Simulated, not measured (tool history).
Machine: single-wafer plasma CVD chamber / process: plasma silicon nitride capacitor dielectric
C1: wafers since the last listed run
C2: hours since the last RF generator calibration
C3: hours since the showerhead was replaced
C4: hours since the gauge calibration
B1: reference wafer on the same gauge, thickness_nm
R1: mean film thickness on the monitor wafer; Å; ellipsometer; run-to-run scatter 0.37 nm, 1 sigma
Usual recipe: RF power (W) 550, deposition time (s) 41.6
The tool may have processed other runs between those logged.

{"run": 1, "day": 0.0, "RF power (W)": 550, "deposition time (s)": 41.6, "C1": 0, "C2": 608.3, "C3": 3392.8, "C4": 1323.0, "B1": 77.042, "R1": 665.31}
{"run": 2, "day": 1.796, "RF power (W)": 550, "deposition time (s)": 41.6, "C1": 1031, "C2": 651.4, "C3": 3435.9, "C4": 1366.1, "B1": 77.027, "R1": 656.42}
{"run": 3, "day": 4.279, "RF power (W)": 550, "deposition time (s)": 41.6, "C1": 1426, "C2": 711.0, "C3": 3495.5, "C4": 1425.7, "B1": 76.872, "R1": 666.75}
{"run": 4, "day": 6.725, "RF power (W)": 550, "deposition time (s)": 41.6, "C1": 1404, "C2": 769.7, "C3": 3554.2, "C4": 1484.4, "B1": 76.949, "R1": 666.39}
{"run": 5, "day": 8.883, "RF power (W)": 550, "deposition time (s)": 41.6, "C1": 1239, "C2": 821.5, "C3": 3606.0, "C4": 1536.2, "B1": 77.029, "R1": 664.31}
{"run": 6, "day": 11.562, "RF power (W)": 550, "deposition time (s)": 41.6, "C1": 1538, "C2": 885.8, "C3": 3670.3, "C4": 1600.5, "B1": 76.921, "R1": 669.59}
{"run": 7, "day": 13.058, "RF power (W)": 550, "deposition time (s)": 41.6, "C1": 859, "C2": 921.7, "C3": 3706.2, "C4": 1636.4, "B1": 77.004, "R1": 660.29}
{"run": 8, "day": 15.838, "RF power (W)": 550, "deposition time (s)": 41.6, "C1": 1596, "C2": 988.4, "C3": 3772.9, "C4": 1703.1, "B1": 77.073, "R1": 664.16}
{"run": 9, "day": 18.608, "RF power (W)": 550, "deposition time (s)": 41.6, "C1": 1591, "C2": 1054.9, "C3": 3839.4, "C4": 1769.6, "B1": 77.027, "R1": 662.94}
{"run": 10, "day": 21.379, "RF power (W)": 610, "deposition time (s)": 38.4, "C1": 1591, "C2": 1121.4, "C3": 3905.9, "C4": 1836.1, "B1": 76.938, "R1": 618.8}
{"run": 11, "day": 23.85, "RF power (W)": 610, "deposition time (s)": 38.4, "C1": 1419, "C2": 1180.7, "C3": 3965.2, "C4": 1895.4, "B1": 76.903, "R1": 625.79}
{"run": 12, "day": 25.383, "RF power (W)": 610, "deposition time (s)": 38.4, "C1": 880, "C2": 1217.5, "C3": 4002.0, "C4": 1932.2, "B1": 77.096, "R1": 627.76}
{"run": 13, "day": 26.717, "RF power (W)": 550, "deposition time (s)": 41.6, "C1": 765, "C2": 1249.5, "C3": 4034.0, "C4": 1964.2, "B1": 77.144, "R1": 660.02}
{"run": 14, "day": 28.571, "RF power (W)": 550, "deposition time (s)": 41.6, "C1": 1065, "C2": 1294.0, "C3": 4078.5, "C4": 2008.7, "B1": 77.003, "R1": 659.61}
{"run": 15, "day": 31.046, "RF power (W)": 515, "deposition time (s)": 41.6, "C1": 1421, "C2": 1353.4, "C3": 4137.9, "C4": 2068.1, "B1": 76.962, "R1": 649.97}
{"run": 16, "day": 37.933, "RF power (W)": 515, "deposition time (s)": 41.6, "C1": 3956, "C2": 1518.7, "C3": 4303.2, "C4": 2233.4, "B1": 76.998, "R1": 660.03}
{"run": 17, "day": 40.312, "RF power (W)": 550, "deposition time (s)": 41.6, "C1": 1366, "C2": 1575.8, "C3": 4360.3, "C4": 2290.5, "B1": 77.071, "R1": 665.69}
{"run": 18, "day": 42.65, "RF power (W)": 550, "deposition time (s)": 41.6, "C1": 1342, "C2": 1631.9, "C3": 4416.4, "C4": 2346.6, "B1": 76.958, "R1": 658.54}
{"run": 19, "day": 44.562, "RF power (W)": 605, "deposition time (s)": 45.1, "C1": 1098, "C2": 1677.8, "C3": 4462.3, "C4": 2392.5, "B1": 76.951, "R1": 732.36}
{"day": 46.846, "done": "showerhead replaced"}
{"run": 20, "day": 47.379, "RF power (W)": 445, "deposition time (s)": 37.0, "C1": 1426, "C2": 1745.4, "C3": 12.8, "C4": 2460.1, "B1": 77.028, "R1": 564.93}
{"day": 49.367, "done": "RF generator calibrated"}
{"run": 21, "day": 49.388, "RF power (W)": 500, "deposition time (s)": 41.6, "C1": 962, "C2": 0.5, "C3": 61.0, "C4": 2508.3, "B1": 77.055, "R1": 647.81}
{"run": 22, "day": 50.971, "RF power (W)": 550, "deposition time (s)": 37.8, "C1": 909, "C2": 38.5, "C3": 99.0, "C4": 2546.3, "B1": 77.08, "R1": 600.74}
{"run": 23, "day": 53.633, "RF power (W)": 550, "deposition time (s)": 41.6, "C1": 1529, "C2": 102.4, "C3": 162.9, "C4": 2610.2, "B1": 77.074, "R1": 664.64}
{"run": 24, "day": 55.4, "RF power (W)": 550, "deposition time (s)": 49.2, "C1": 1014, "C2": 144.8, "C3": 205.3, "C4": 2652.6, "B1": 77.004, "R1": 777.18}
{"run": 25, "day": 57.854, "RF power (W)": 460, "deposition time (s)": 44.8, "C1": 1409, "C2": 203.7, "C3": 264.2, "C4": 2711.5, "B1": 76.894, "R1": 694.75}
{"day": 60.233, "done": "gauge calibrated"}
{"run": 26, "day": 66.046, "RF power (W)": 550, "deposition time (s)": 41.6, "C1": 4705, "C2": 400.3, "C3": 460.8, "C4": 139.5, "B1": 77.132, "R1": 671.05}
{"run": 27, "day": 67.596, "RF power (W)": 500, "deposition time (s)": 41.6, "C1": 890, "C2": 437.5, "C3": 498.0, "C4": 176.7, "B1": 77.037, "R1": 643.74}
{"run": 28, "day": 69.008, "RF power (W)": 455, "deposition time (s)": 46.5, "C1": 811, "C2": 471.4, "C3": 531.9, "C4": 210.6, "B1": 77.044, "R1": 708.46}
{"run": 29, "day": 71.358, "RF power (W)": 550, "deposition time (s)": 41.6, "C1": 1349, "C2": 527.8, "C3": 588.3, "C4": 267.0, "B1": 77.077, "R1": 662.09}
{"run": 30, "day": 72.671, "RF power (W)": 495, "deposition time (s)": 38.0, "C1": 753, "C2": 559.3, "C3": 619.8, "C4": 298.5, "B1": 77.013, "R1": 594.58}
{"run": 31, "day": 74.362, "RF power (W)": 500, "deposition time (s)": 41.6, "C1": 971, "C2": 599.9, "C3": 660.4, "C4": 339.1, "B1": 76.954, "R1": 648.25}
{"run": 32, "day": 75.908, "RF power (W)": 640, "deposition time (s)": 33.3, "C1": 887, "C2": 637.0, "C3": 697.5, "C4": 376.2, "B1": 76.982, "R1": 547.69}
{"run": 33, "day": 78.775, "RF power (W)": 550, "deposition time (s)": 36.4, "C1": 1646, "C2": 705.8, "C3": 766.3, "C4": 445.0, "B1": 76.923, "R1": 577.38}
{"run": 34, "day": 81.238, "RF power (W)": 450, "deposition time (s)": 35.4, "C1": 1414, "C2": 764.9, "C3": 825.4, "C4": 504.1, "B1": 77.097, "R1": 541.88}
{"run": 35, "day": 82.654, "RF power (W)": 470, "deposition time (s)": 41.6, "C1": 813, "C2": 798.9, "C3": 859.4, "C4": 538.1, "B1": 76.897, "R1": 647.27}
{"run": 36, "day": 84.962, "RF power (W)": 440, "deposition time (s)": 33.7, "C1": 1325, "C2": 854.3, "C3": 914.8, "C4": 593.5, "B1": 76.94, "R1": 516.19}
{"run": 37, "day": 87.646, "RF power (W)": 600, "deposition time (s)": 49.0, "C1": 1541, "C2": 918.7, "C3": 979.2, "C4": 657.9, "B1": 76.929, "R1": 795.72}
{"run": 38, "day": 90.338, "RF power (W)": 445, "deposition time (s)": 37.9, "C1": 1546, "C2": 983.3, "C3": 1043.8, "C4": 722.5, "B1": 77.06, "R1": 578.85}
{"run": 39, "day": 91.833, "RF power (W)": 550, "deposition time (s)": 41.6, "C1": 859, "C2": 1019.2, "C3": 1079.7, "C4": 758.4, "B1": 76.973, "R1": 667.81}
{"run": 40, "day": 94.354, "RF power (W)": 580, "deposition time (s)": 47.4, "C1": 1447, "C2": 1079.7, "C3": 1140.2, "C4": 818.9, "B1": 77.037, "R1": 760.44}
{"run": 41, "day": 97.188, "RF power (W)": 580, "deposition time (s)": 46.5, "C1": 1627, "C2": 1147.7, "C3": 1208.2, "C4": 886.9, "B1": 76.96, "R1": 743.56}
{"run": 42, "day": 98.383, "RF power (W)": 640, "deposition time (s)": 38.2, "C1": 686, "C2": 1176.4, "C3": 1236.9, "C4": 915.6, "B1": 77.031, "R1": 624.08}
{"run": 43, "day": 106.846, "RF power (W)": 610, "deposition time (s)": 45.7, "C1": 4860, "C2": 1379.5, "C3": 1440.0, "C4": 1118.7, "B1": 77.001, "R1": 736.46}

Hidden state at the last listed run before each entry between runs and at the first one after, where it differs:
Between runs 19 and 20: showerhead replaced (day 46.846)
  nothing in the hidden state changes from one run to the other
Between runs 20 and 21: RF generator calibrated (day 49.367)
  nothing in the hidden state changes from one run to the other
Between runs 25 and 26: gauge calibrated (day 60.233)
  nothing in the hidden state changes from one run to the other
